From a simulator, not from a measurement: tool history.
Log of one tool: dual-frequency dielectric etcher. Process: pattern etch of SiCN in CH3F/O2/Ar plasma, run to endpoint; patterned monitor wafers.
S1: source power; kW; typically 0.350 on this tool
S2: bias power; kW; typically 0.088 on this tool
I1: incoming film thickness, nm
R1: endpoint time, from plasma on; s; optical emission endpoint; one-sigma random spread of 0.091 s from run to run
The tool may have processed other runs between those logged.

Run 1, hour 0.0: usual settings; I1 9.02. Result: R1 25.4 s.
At hour 44.0: wet clean of the chamber.
Run 2, hour 84.7: usual settings; I1 9.07. Result: R1 25.2 s.
Run 3, hour 189.1: usual settings; I1 9.21. Result: R1 25.6 s.
Run 4, hour 291.0: usual settings but S2 0.098 kW; I1 9.01. Result: R1 24.0 s.
Run 5, hour 390.3: usual settings but S2 0.098 kW; I1 9.03. Result: R1 24.2 s.
At hour 438.7: bias power generator calibrated.
At hour 442.3: wet clean of the chamber.
At hour 449.3: source power generator calibrated.
Run 6, hour 473.7: usual settings but S2 0.098 kW; I1 9.09. Result: R1 23.2 s.
At hour 509.2: upper electrode replaced.
Run 7, hour 526.3: usual settings but S1 0.410 kW, S2 0.072 kW; I1 9.07. Result: R1 25.9 s.
Run 8, hour 583.4: usual settings but S1 0.410 kW, S2 0.072 kW; I1 9.14. Result: R1 26.4 s.
Run 9, hour 651.0: usual settings but S1 0.280 kW, S2 0.069 kW; I1 9.17. Result: R1 30.8 s.
Run 10, hour 688.3: usual settings but S1 0.400 kW; I1 9.12. Result: R1 24.0 s.
Run 11, hour 757.0: usual settings; I1 9.05. Result: R1 25.1 s.
At hour 842.1: wet clean of the chamber.
Run 12, hour 842.6: usual settings but S1 0.290 kW, S2 0.080 kW; I1 9.14. Result: R1 27.7 s.
Run 13, hour 902.2: usual settings but S1 0.320 kW; I1 9.22. Result: R1 26.0 s.
Run 14, hour 950.2: usual settings; I1 9.11. Result: R1 25.0 s.
Run 15, hour 1010.3: usual settings but S2 0.098 kW; I1 9.24. Result: R1 24.1 s.
Run 16, hour 1047.1: usual settings but S1 0.280 kW; I1 9.10. Result: R1 27.0 s.

Hidden state or all else? Some run-to-run changes of R1, split into what the settings, what came in and random variation would give without the hidden state, and what is left for the hidden state (with any gauge scatter that isn't in both results):
Hidden state at play: etch rate over this chamber's usual, %; source power that arrives over what is set, %; bias power that arrives over what is set, %.
Run 5 -> 6: bias power generator calibrated, wet clean of the chamber, source power generator calibrated. R1 -1.0 s: hidden state -1.2, all else +0.2.
Run 9 -> 10: S1 0.280 -> 0.400, S2 0.069 -> 0.088. R1 -6.8 s: hidden state -0.1, all else -6.7.

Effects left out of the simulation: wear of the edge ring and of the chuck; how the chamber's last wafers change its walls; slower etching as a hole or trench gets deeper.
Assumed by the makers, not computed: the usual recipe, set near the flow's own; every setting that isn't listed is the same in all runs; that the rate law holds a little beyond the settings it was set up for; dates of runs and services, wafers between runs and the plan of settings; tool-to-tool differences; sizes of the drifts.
